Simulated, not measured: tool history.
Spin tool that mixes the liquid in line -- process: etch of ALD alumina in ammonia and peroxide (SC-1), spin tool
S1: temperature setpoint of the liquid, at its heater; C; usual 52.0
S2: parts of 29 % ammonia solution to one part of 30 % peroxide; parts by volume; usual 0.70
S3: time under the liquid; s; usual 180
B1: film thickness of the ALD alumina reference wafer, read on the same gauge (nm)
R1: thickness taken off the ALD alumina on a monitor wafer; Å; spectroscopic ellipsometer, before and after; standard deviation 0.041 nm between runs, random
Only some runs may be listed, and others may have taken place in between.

| run | hour | S1 | S2 | S3 | B1 | R1 |
|---|---|---|---|---|---|---|
| 1 | 0.0 | 52.0 | 0.70 | 180 | 150.01 | 69.2 |
| 2 | 69.5 | 52.0 | 0.70 | 180 | 150.01 | 69.0 |
| 3 | 116.7 | 52.0 | 0.70 | 155 | 150.02 | 59.3 |
| 4 | 188.3 | 52.0 | 0.70 | 155 | 149.98 | 59.0 |
| 5 | 217.2 | 52.0 | 0.70 | 155 | 149.96 | 58.6 |
| 6 | 247.2 | 52.0 | 0.70 | 180 | 150.01 | 67.4 |
| 7 | 312.1 | 52.0 | 0.70 | 180 | 149.96 | 67.3 |
|  | 314.6 | new drum of ammonia solution connected |
|  | 335.8 | thermometer replaced |
| 8 | 346.7 | 52.0 | 0.70 | 180 | 150.02 | 73.6 |
| 9 | 394.5 | 59.5 | 0.40 | 215 | 150.01 | 125.6 |
| 10 | 457.3 | 52.0 | 0.70 | 180 | 150.00 | 72.6 |
| 11 | 487.4 | 52.0 | 0.85 | 115 | 149.99 | 47.1 |
|  | 511.4 | gauge calibrated |
| 12 | 542.0 | 52.0 | 0.70 | 180 | 150.00 | 72.3 |
|  | 569.2 | heated supply line repaired |
|  | 570.3 | ammonia flow meter replaced |
| 13 | 611.3 | 47.0 | 0.70 | 75 | 150.00 | 27.9 |
| 14 | 675.2 | 52.0 | 0.70 | 180 | 150.03 | 88.4 |
| 15 | 709.8 | 47.5 | 0.85 | 275 | 149.97 | 106.2 |
| 16 | 737.1 | 49.0 | 0.85 | 80 | 149.98 | 33.5 |
| 17 | 839.6 | 46.0 | 0.35 | 225 | 150.01 | 72.8 |

Consider 3 possible next runs. They are alternatives, not a sequence: every one starts from the tool as it was left by run 17. What does each give?
| A | 840.1 | 52.0 | 0.70 | 145 | ? | ? |
| B | 840.1 | 59.0 | 0.70 | 180 | ? | ? |
| C | 840.1 | 52.0 | 0.70 | 245 | ? | ? |

| run | B1 | R1 |
|---|---|---|
| A | 150.01 | 70.4 |
| B | 150.01 | 126.9 |
| C | 150.01 | 119.0 |
Take away the tool's hidden state, keep each run's random variation, and the runs would have read:
| run | R1 |
|---|---|
| A | 74.2 |
| B | 133.4 |
| C | 125.3 |

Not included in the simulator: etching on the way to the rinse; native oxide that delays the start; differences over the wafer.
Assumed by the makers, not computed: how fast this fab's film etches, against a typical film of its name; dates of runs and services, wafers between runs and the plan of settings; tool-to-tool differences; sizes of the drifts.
